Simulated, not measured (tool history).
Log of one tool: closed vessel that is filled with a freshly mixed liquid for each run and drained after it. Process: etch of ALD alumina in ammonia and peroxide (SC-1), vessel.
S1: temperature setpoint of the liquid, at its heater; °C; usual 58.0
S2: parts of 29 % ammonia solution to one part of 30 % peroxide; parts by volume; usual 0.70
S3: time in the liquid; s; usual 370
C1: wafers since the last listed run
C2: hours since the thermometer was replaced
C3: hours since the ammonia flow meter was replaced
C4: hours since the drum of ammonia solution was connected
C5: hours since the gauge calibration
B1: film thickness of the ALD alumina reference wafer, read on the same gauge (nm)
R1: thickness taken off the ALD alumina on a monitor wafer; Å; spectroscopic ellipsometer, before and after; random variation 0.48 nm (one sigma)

run    hour    S1    S2   S3     C1      C2     C3      C4      C5      B1     R1
  1     0.0  58.0  0.70  320      0   720.5  518.0   368.4  2094.9  100.00  414.8
       15.9  -- gauge calibrated
  2    65.4  58.0  0.70  320   5651   785.9  583.4   433.8    49.5  100.00  415.9
  3   170.1  58.0  0.90  310   9047   890.6  688.1   538.5   154.2  100.05  413.5
      247.5  -- ammonia flow meter replaced
  4   265.0  58.0  0.90  310   8113   985.5   17.5   633.4   249.1   99.99  418.0
  5   301.7  58.0  0.70  525   3171  1022.2   54.2   670.1   285.8   99.99  686.9
  6   361.8  64.0  0.40  370   5193  1082.3  114.3   730.2   345.9  100.03  617.6
  7   414.9  58.0  0.70  370   4588  1135.4  167.4   783.3   399.0  100.00  476.2
  8   492.6  58.0  0.70  370   6714  1213.1  245.1   861.0   476.7  100.00  476.2
  9   588.7  61.0  0.55  370   8304  1309.2  341.2   957.1   572.8   99.98  537.6
 10   654.3  51.5  0.90  160   5668  1374.8  406.8  1022.7   638.4   99.98  145.9
      676.5  -- thermometer replaced
 11   727.4  58.0  0.35  425   6230    50.9  479.9  1095.8   711.5  100.01  535.9
 12   820.4  58.0  0.70  165   8036   143.9  572.9  1188.8   804.5   99.98  221.7
      838.3  -- new drum of ammonia solution connected
 13   902.1  61.0  0.40  200   6973   225.6  654.6    63.8   886.2  100.06  301.3
 14   994.4  60.5  0.95  370   7975   317.9  746.9   156.1   978.5   99.98  574.9
 15  1055.1  67.0  0.40  370   5245   378.6  807.6   216.8  1039.2  100.00  737.4
     1086.8  -- ammonia flow meter replaced
 16  1108.1  58.0  0.70  370   4493   431.6   21.3   269.8  1092.2   99.97  487.5
 17  1210.0  63.0  0.70  370   8805   533.5  123.2   371.7  1194.1   99.97  622.6
 18  1257.1  58.0  0.70  320   4069   580.6  170.3   418.8  1241.2  100.02  420.5
 19  1351.3  51.0  0.70  370   8139   674.8  264.5   513.0  1335.4  100.03  333.8
 20  1396.7  50.0  0.70  370   3923   720.2  309.9   558.4  1380.8   99.95  307.1
 21  1470.5  62.5  0.95  485   6377   794.0  383.7   632.2  1454.6   99.98  812.6
 22  1574.0  58.0  0.70  280   8943   897.5  487.2   735.7  1558.1  100.02  361.5
 23  1656.1  67.0  0.70  310   7094   979.6  569.3   817.8  1640.2  100.01  644.3
 24  1729.1  58.0  0.70  370   6307  1052.6  642.3   890.8  1713.2  100.00  481.9
     1781.5  -- ammonia flow meter replaced
     1798.3  -- new drum of ammonia solution connected
 25  1903.2  67.0  0.70  370  14871  1226.7  121.7   104.9  1887.3   99.97  741.4
 26  1998.9  67.0  0.40  430   8269  1322.4  217.4   200.6  1983.0   99.98  824.4
     2004.4  -- gauge calibrated
 27  2063.6  49.5  0.70  370   5590  1387.1  282.1   265.3    59.2  100.03  294.8
     2110.9  -- thermometer replaced
 28  2137.5  58.0  0.85  250   6299    26.6  356.0   339.2   133.1   99.99  344.2

5 ways to go on from here, each from the tool as it stands after run 28. What would each give?
  A  2138.3  58.0  0.70  370  69  27.4  356.8  340.0  133.9   ?   ?
  B  2138.3  58.0  0.70  230  69  27.4  356.8  340.0  133.9   ?   ?
  C  2138.3  58.0  0.70  190  69  27.4  356.8  340.0  133.9   ?   ?
  D  2138.3  67.0  0.45  555  69  27.4  356.8  340.0  133.9   ?   ?
  E  2138.3  58.0  0.40  455  69  27.4  356.8  340.0  133.9   ?   ?

run     B1      R1
  A  99.95   491.6
  B  99.95   305.6
  C  99.95   252.4
  D  99.95  1114.3
  E  99.95   573.3
Without the tool's hidden state the same runs would have given:
run      R1
  A   494.4
  B   307.3
  C   253.9
  D  1120.3
  E   576.6
